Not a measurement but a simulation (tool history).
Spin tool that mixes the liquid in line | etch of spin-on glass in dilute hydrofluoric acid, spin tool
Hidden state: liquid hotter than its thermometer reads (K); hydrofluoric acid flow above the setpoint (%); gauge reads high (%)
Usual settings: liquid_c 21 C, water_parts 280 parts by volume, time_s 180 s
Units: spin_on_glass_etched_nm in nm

run,hour,liquid_c,water_parts,time_s,wafers since the last listed run,hours since the thermometer was replaced,hours since the hydrofluoric acid flow meter was replaced,hours since the gauge calibration,"read-back film thickness of the spin-on glass reference wafer, read on the same gauge (nm)",spin_on_glass_etched_nm
1,0,21,280,180,0,1082.3,1106.3,966.7,39.96,11.51
2,66.5,21,280,180,598,1148.8,1172.8,1033.2,40,11.76
3,137.3,18,280,180,636,1219.6,1243.6,1104,40.06,10.26
4,207.9,18,280,180,634,1290.2,1314.2,1174.6,40.04,10.38
5,247.1,18,280,180,352,1329.4,1353.4,1213.8,40,10.34
6,305.7,21,280,180,526,1388,1412,1272.4,40.02,11.63
7,342.8,20,280,180,333,1425.1,1449.1,1309.5,40,11.45
8,406.7,20,280,180,574,1489,1513,1373.4,40.02,11.58
9,613.3,20,280,180,1857,1695.6,1719.6,1580,39.96,11.53
10,637.8,21,280,180,220,1720.1,1744.1,1604.5,40.01,11.69
# hour 644.7: hydrofluoric acid flow meter replaced
11,680.7,21,170,180,376,1763,36,1647.4,40.01,21.78
12,727.6,25.5,280,115,421,1809.9,82.9,1694.3,39.99,8.79
# hour 831.5: gauge calibrated
13,862.2,24,380,85,1210,1944.5,217.5,30.7,40.02,4.17
14,933,21,400,285,636,2015.3,288.3,101.5,39.99,11.82
15,979.9,17,160,70,421,2062.2,335.2,148.4,39.95,8.05
16,1049.9,22.5,280,180,629,2132.2,405.2,218.4,40.06,12.69
17,1111.7,21,280,180,555,2194,467,280.2,40.01,12.15
18,1137.6,21,280,180,232,2219.9,492.9,306.1,39.98,12.02
19,1162.8,21,280,180,226,2245.1,518.1,331.3,39.99,12.19
# hour 1165.6: thermometer replaced
20,1195.7,21,345,180,286,30.1,551,364.2,39.95,8.52
21,1255.3,26,315,110,535,89.7,610.6,423.8,40,7.05
22,1281.5,21,280,180,235,115.9,636.8,450,40,11.16
23,1332.5,21,395,180,458,166.9,687.8,501,40,7.13
24,1365.8,21,280,180,299,200.2,721.1,534.3,40,11.25
25,1437.5,17.5,280,180,644,271.9,792.8,606,39.99,9.97
26,1497.2,18,280,275,536,331.6,852.5,665.7,39.99,15.25
27,1525.3,18,280,105,252,359.7,880.6,693.8,39.99,5.94
28,1569.4,17,370,180,396,403.8,924.7,737.9,40,6.9
29,1594.4,21,280,180,224,428.8,949.7,762.9,40,11.36
30,1618.8,23.5,220,70,219,453.2,974.1,787.3,40.01,6.58
31,1679.7,25.5,280,115,547,514.1,1035,848.2,39.99,8.58
32,1731.8,19,280,245,468,566.2,1087.1,900.3,40.02,14.12
33,1793.8,21,225,270,557,628.2,1149.1,962.3,39.99,22.25
34,1863.2,21,280,180,624,697.6,1218.5,1031.7,40.01,11.54

What the log doesn't show, run by run:
hydrofluoric acid flow above the setpoint (%): 0 in every run
gauge reads high (%): 0 in every run
H1: liquid hotter than its thermometer reads (K)
run,H1
1,1.25
2,1.33
3,1.41
4,1.49
5,1.53
6,1.6
7,1.64
8,1.72
9,1.95
10,1.98
11,2.03
12,2.08
13,2.24
14,2.32
15,2.37
16,2.45
17,2.52
18,2.55
19,2.58
20,0.361
21,0.429
22,0.459
23,0.517
24,0.555
25,0.637
26,0.706
27,0.738
28,0.788
29,0.817
30,0.845
31,0.915
32,0.974
33,1.05
34,1.12
